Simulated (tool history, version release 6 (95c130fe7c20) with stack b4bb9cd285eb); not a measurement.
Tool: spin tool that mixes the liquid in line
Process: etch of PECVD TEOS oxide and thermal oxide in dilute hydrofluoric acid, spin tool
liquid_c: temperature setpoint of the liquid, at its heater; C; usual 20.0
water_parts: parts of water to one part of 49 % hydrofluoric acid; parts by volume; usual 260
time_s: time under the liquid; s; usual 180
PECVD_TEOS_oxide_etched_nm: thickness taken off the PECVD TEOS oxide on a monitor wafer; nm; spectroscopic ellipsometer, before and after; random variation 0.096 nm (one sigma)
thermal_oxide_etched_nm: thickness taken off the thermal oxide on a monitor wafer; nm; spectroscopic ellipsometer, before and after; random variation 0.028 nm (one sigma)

run   hour  liquid_c  water_parts  time_s  read-back film thickness of the PECVD TEOS oxide reference wafer, read on the same gauge (nm)  read-back film thickness of the thermal oxide reference wafer, read on the same gauge (nm)  PECVD_TEOS_oxide_etched_nm  thermal_oxide_etched_nm
  1    0.0      23.5          260     180                                                                                         110.00                                                                                     129.984                       13.59                    2.558
  2   13.6      23.5          260     180                                                                                         109.99                                                                                     130.019                       13.51                    2.552
  3   25.9      19.0          260     180                                                                                         110.00                                                                                     129.995                       11.65                    2.149
      34.6  -- thermometer replaced
  4   37.5      19.0          260     180                                                                                         110.02                                                                                     130.020                       10.59                    1.970
  5   47.3      19.0          260     180                                                                                         110.00                                                                                     129.977                       10.63                    2.045
  6   63.0      20.0          260     180                                                                                         110.01                                                                                     129.997                       11.19                    2.134
  7   76.4      20.0          260     180                                                                                         110.00                                                                                     129.986                       11.13                    2.052
  8   88.1      20.0          260     180                                                                                         109.98                                                                                     129.971                       11.18                    2.086
      90.2  -- gauge calibrated
  9   97.0      20.0          260     180                                                                                         109.99                                                                                     130.027                       11.14                    2.098
 10  106.7      21.5          185     180                                                                                         110.01                                                                                     129.990                       17.57                    3.335
     111.7  -- hydrofluoric acid flow meter replaced
 11  113.6      20.0          260      80                                                                                         110.02                                                                                     130.025                        5.04                    0.934
 12  121.4      20.0          260     180                                                                                         110.00                                                                                     129.985                       11.17                    2.122
 13  128.1      20.0          260     290                                                                                         110.01                                                                                     129.974                       18.02                    3.330
 14  139.3      25.0          210     180                                                                                         109.99                                                                                     129.956                       17.51                    3.281
 15  149.7      24.5          390     110                                                                                         110.02                                                                                     130.053                        4.81                    0.884
 16  162.1      18.5          145     180                                                                                         110.01                                                                                     129.977                       21.22                    4.053
 17  214.7      17.0          260     145                                                                                         110.00                                                                                     130.014                        8.21                    1.550
 18  229.6      24.0          190     140                                                                                         110.01                                                                                     129.989                       15.06                    2.841
 19  236.8      20.0          260     180                                                                                         110.00                                                                                     130.019                       11.31                    2.111
 20  253.6      24.0          190      70                                                                                         110.02                                                                                     130.016                        7.58                    1.424
 21  270.7      23.0          325     280                                                                                         110.01                                                                                     130.007                       15.07                    2.808
 22  283.8      18.5          260     180                                                                                         110.01                                                                                     129.979                       10.79                    2.050
 23  296.8      20.0          360     180                                                                                         109.98                                                                                     129.976                        7.64                    1.440
 24  311.8      20.0          160     105                                                                                         109.99                                                                                     129.982                       11.98                    2.267
 25  325.5      20.0          180      75                                                                                         110.00                                                                                     130.011                        7.67                    1.427

The same runs without the tool's hidden state, with the same run-to-run variation:
The hidden state here: liquid hotter than its thermometer reads (K); hydrofluoric acid flow below the setpoint (%); gauge reads high (%).
run  PECVD_TEOS_oxide_etched_nm  thermal_oxide_etched_nm
  1                       12.51                    2.354
  2                       12.40                    2.343
  3                       10.63                    1.960
  4                       10.44                    1.942
  5                       10.46                    2.013
  6                       10.99                    2.096
  7                       10.91                    2.011
  8                       10.95                    2.042
  9                       10.88                    2.050
 10                       17.13                    3.252
 11                        4.91                    0.910
 12                       10.87                    2.066
 13                       17.53                    3.239
 14                       17.01                    3.189
 15                        4.68                    0.860
 16                       20.48                    3.910
 17                        7.86                    1.485
 18                       14.42                    2.721
 19                       10.82                    2.019
 20                        7.23                    1.358
 21                       14.39                    2.682
 22                       10.24                    1.945
 23                        7.26                    1.369
 24                       11.29                    2.136
 25                        7.22                    1.343
